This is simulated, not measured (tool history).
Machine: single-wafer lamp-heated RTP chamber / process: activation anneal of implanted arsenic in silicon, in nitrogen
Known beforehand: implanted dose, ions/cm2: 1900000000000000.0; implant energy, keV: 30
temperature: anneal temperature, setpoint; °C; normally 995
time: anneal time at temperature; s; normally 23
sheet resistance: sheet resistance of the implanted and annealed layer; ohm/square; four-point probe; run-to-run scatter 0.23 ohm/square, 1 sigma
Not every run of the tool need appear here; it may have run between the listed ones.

run     day  temperature  time  read-back reference wafer on the same gauge, sheet resistance  sheet resistance
  1   0.000          995    32                                                         108.00             90.47
  2   1.296          995    32                                                         107.96             89.74
  3   5.142          995    23                                                         107.89             92.90
  4   8.004          995    23                                                         108.01             93.00
     10.750  -- pyrometer window cleaned and pyrometer calibrated
  5  14.862         1009    26                                                         108.04             87.53
  6  18.312         1009    26                                                         108.02             87.78
  7  19.321         1018    12                                                         107.96             92.37
  8  21.217          995    23                                                         107.96             92.76
  9  23.438          995    23                                                         107.95             92.37
     24.338  -- reflector plate cleaned
 10  24.604          995    23                                                         108.00             94.63
     25.546  -- pyrometer window cleaned and pyrometer calibrated
 11  26.850          995    33                                                         107.99             90.89
 12  28.746          995    18                                                         107.97             95.81
 13  30.175          995    23                                                         108.11             93.93
 14  31.904          995    23                                                         107.98             93.75
     37.958  -- gauge calibrated
 15  38.483          971    29                                                         108.04             98.04
 16  41.008          995    23                                                         107.92             93.15
     43.658  -- pyrometer window cleaned and pyrometer calibrated
 17  43.679          995    23                                                         108.03             92.43
 18  45.350         1012    16                                                         108.07             91.43
 19  47.554         1011     9                                                         108.02             96.92
 20  48.629          970    14                                                         107.96            104.47
 21  50.679          968    32                                                         107.97             97.62
 22  53.092          968    27                                                         108.14             98.83
 23  54.242          995    23                                                         108.02             92.58
     59.738  -- reflector plate cleaned
     59.796  -- pyrometer window cleaned and pyrometer calibrated
 24  60.433          976    32                                                         107.99             97.63
 25  61.496          979    35                                                         108.07             95.68
 26  70.275          995    23                                                         108.07             93.34

Consider 5 possible next runs. They are alternatives, not a sequence: every one starts from the tool as it was left by run 26. What does each give?
  A  70.292          995    23                                                              ?                 ?
  B  70.292          995    16                                                              ?                 ?
  C  70.292         1020    23                                                              ?                 ?
  D  70.292          995    30                                                              ?                 ?
  E  70.292          969    19                                                              ?                 ?

run  read-back reference wafer on the same gauge, sheet resistance  sheet resistance
  A                                                         108.01             93.20
  B                                                         108.01             96.28
  C                                                         108.01             86.13
  D                                                         108.01             90.80
  E                                                         108.01            102.41
Without the tool's hidden state the same runs would have given:
run  sheet resistance
  A             94.68
  B             97.68
  C             87.63
  D             92.35
  E            104.05

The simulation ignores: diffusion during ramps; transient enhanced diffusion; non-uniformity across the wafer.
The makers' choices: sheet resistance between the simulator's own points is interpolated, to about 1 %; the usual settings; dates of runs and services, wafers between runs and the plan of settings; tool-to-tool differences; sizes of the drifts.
